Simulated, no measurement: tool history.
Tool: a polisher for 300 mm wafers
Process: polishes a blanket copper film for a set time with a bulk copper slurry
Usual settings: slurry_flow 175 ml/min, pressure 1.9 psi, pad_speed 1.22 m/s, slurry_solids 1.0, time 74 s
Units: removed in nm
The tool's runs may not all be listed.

run    hour  slurry_flow  pressure  pad_speed  slurry_solids  time  wafers since the last listed run  wafers polished on this pad  hours since the slurry nozzle was cleaned  hours since the head pressure was calibrated  hours since the slurry blender was calibrated  incoming thickness of the incoming film, nm  removed
  1     0.0          175       1.9       1.22            1.0    74                                 0                         1988                                      726.9                                         290.0                                           89.9                                       3394.0    486.6
       25.5  -- worn pad replaced by a new one
  2    93.5          175       1.9       1.22            1.0    74                               777                          591                                      820.4                                         383.5                                          183.4                                       3401.8    484.2
  3   165.5          175       1.9       1.22            1.0    74                               625                         1216                                      892.4                                         455.5                                          255.4                                       3443.5    487.5
      206.6  -- slurry nozzle cleaned
      241.6  -- slurry blender recalibrated
  4   255.2          175       1.9       1.10            1.0    57                               753                         1969                                       48.6                                         545.2                                           13.6                                       3414.5    359.4
      305.0  -- worn pad replaced by a new one
  5   346.5          175       1.9       1.22            1.0    66                               758                          360                                      139.9                                         636.5                                          104.9                                       3391.3    443.1
  6   402.2          175       1.9       1.22            1.0    66                               483                          844                                      195.6                                         692.2                                          160.6                                       3438.1    449.0
      502.6  -- slurry blender recalibrated
  7   503.1          175       1.9       1.22            1.0    66                               859                         1703                                      296.5                                         793.1                                            0.5                                       3432.1    440.0
  8   537.5          175       1.9       1.22            1.0    74                               298                         2002                                      330.9                                         827.5                                           34.9                                       3378.4    492.3
      572.7  -- worn pad replaced by a new one
  9   618.0          175       1.9       1.22            1.0    74                               664                          393                                      411.4                                         908.0                                          115.4                                       3428.1    470.6
 10   709.4          175       1.9       1.22            1.0    74                               793                         1187                                      502.8                                         999.4                                          206.8                                       3382.4    473.6
 11   760.0          175       1.9       1.22            1.0    74                               439                         1627                                      553.4                                        1050.0                                          257.4                                       3471.6    466.9
      770.4  -- slurry blender recalibrated
      784.6  -- head pressure recalibrated
 12   829.3          215       1.6       1.22            1.0    92                               567                         2194                                      622.7                                          44.7                                           58.9                                       3467.0    517.4
      842.8  -- worn pad replaced by a new one, of another model than before
 13   890.0          175       1.9       1.02            1.0    74                               492                          409                                      683.4                                         105.4                                          119.6                                       3480.3    429.4
 14   955.6          175       1.9       1.22            1.0    74                               569                          979                                      749.0                                         171.0                                          185.2                                       3467.6    492.7
      996.7  -- slurry nozzle cleaned
 15  1015.4          225       1.6       1.36            1.0    64                               510                         1490                                       18.7                                         230.8                                          245.0                                       3417.6    449.9
     1021.3  -- slurry blender recalibrated
 16  1111.3          175       1.6       1.22            1.2    74                               815                         2305                                      114.6                                         326.7                                           90.0                                       3441.7    456.7
     1174.6  -- worn pad replaced by a new one
 17  1213.3          175       1.9       1.22            1.0    91                               851                          336                                      216.6                                         428.7                                          192.0                                       3423.6    619.0
     1302.3  -- slurry blender recalibrated
 18  1316.8          175       2.3       1.34            1.0    74                               881                         1218                                      320.1                                         532.2                                           14.5                                       3414.4    641.2
 19  1355.5          175       1.9       1.52            1.0    53                               336                         1554                                      358.8                                         570.9                                           53.2                                       3495.7    434.7
 20  1398.4          175       1.9       1.22            1.0    74                               372                         1926                                      401.7                                         613.8                                           96.1                                       3420.5    494.1
     1440.3  -- worn pad replaced by a new one
 21  1474.7          175       1.9       1.22            1.0    74                               628                          298                                      478.0                                         690.1                                          172.4                                       3381.8    501.5

Hidden state at the last listed run before each entry between runs and at the first one after, where it differs:
Between runs 1 and 2: worn pad replaced by a new one (hour 25.5)
  slurry flow missing at the pad, %: 28.3 -> 29
  measured less the result without the state, removed: -33.8 -> -34.9 nm
Between runs 3 and 4: slurry nozzle cleaned (hour 206.6); slurry blender recalibrated (hour 241.6)
  slurry flow missing at the pad, %: 29.4 -> 14.3
  measured less the result without the state, removed: -35.9 -> -10.2 nm
Between runs 4 and 5: worn pad replaced by a new one (hour 305.0)
  slurry flow missing at the pad, %: 14.3 -> 21.1
  measured less the result without the state, removed: -10.2 -> -20.4 nm
Between runs 6 and 7: slurry blender recalibrated (hour 502.6)
  slurry flow missing at the pad, %: 24.3 -> 28.8
  measured less the result without the state, removed: -25.1 -> -31.4 nm
Between runs 8 and 9: worn pad replaced by a new one (hour 572.7)
  slurry flow missing at the pad, %: 30 -> 32.4
  measured less the result without the state, removed: -37.4 -> -40.2 nm
Between runs 11 and 12: slurry blender recalibrated (hour 770.4); head pressure recalibrated (hour 784.6)
  slurry flow missing at the pad, %: 35.3 -> 36.3
  measured less the result without the state, removed: -45.8 -> -42.9 nm
Between runs 12 and 13: worn pad replaced by a new one, of another model than before (hour 842.8)
  slurry flow missing at the pad, %: 36.3 -> 36.9
  measured less the result without the state, removed: -42.9 -> -23.5 nm
Between runs 14 and 15: slurry nozzle cleaned (hour 996.7)
  slurry flow missing at the pad, %: 37.6 -> 3.43
  measured less the result without the state, removed: -27.5 -> -1.4 nm
Between runs 15 and 16: slurry blender recalibrated (hour 1021.3)
  slurry flow missing at the pad, %: 3.43 -> 11.2
  measured less the result without the state, removed: -1.4 -> -6.0 nm
Between runs 16 and 17: worn pad replaced by a new one (hour 1174.6)
  slurry flow missing at the pad, %: 11.2 -> 17.2
  measured less the result without the state, removed: -6.0 -> -13.1 nm
Between runs 17 and 18: slurry blender recalibrated (hour 1302.3)
  slurry flow missing at the pad, %: 17.2 -> 21.5
  measured less the result without the state, removed: -13.1 -> -17.5 nm
Between runs 20 and 21: worn pad replaced by a new one (hour 1440.3)
  slurry flow missing at the pad, %: 23.9 -> 25.7
  measured less the result without the state, removed: -15.5 -> -17.1 nm
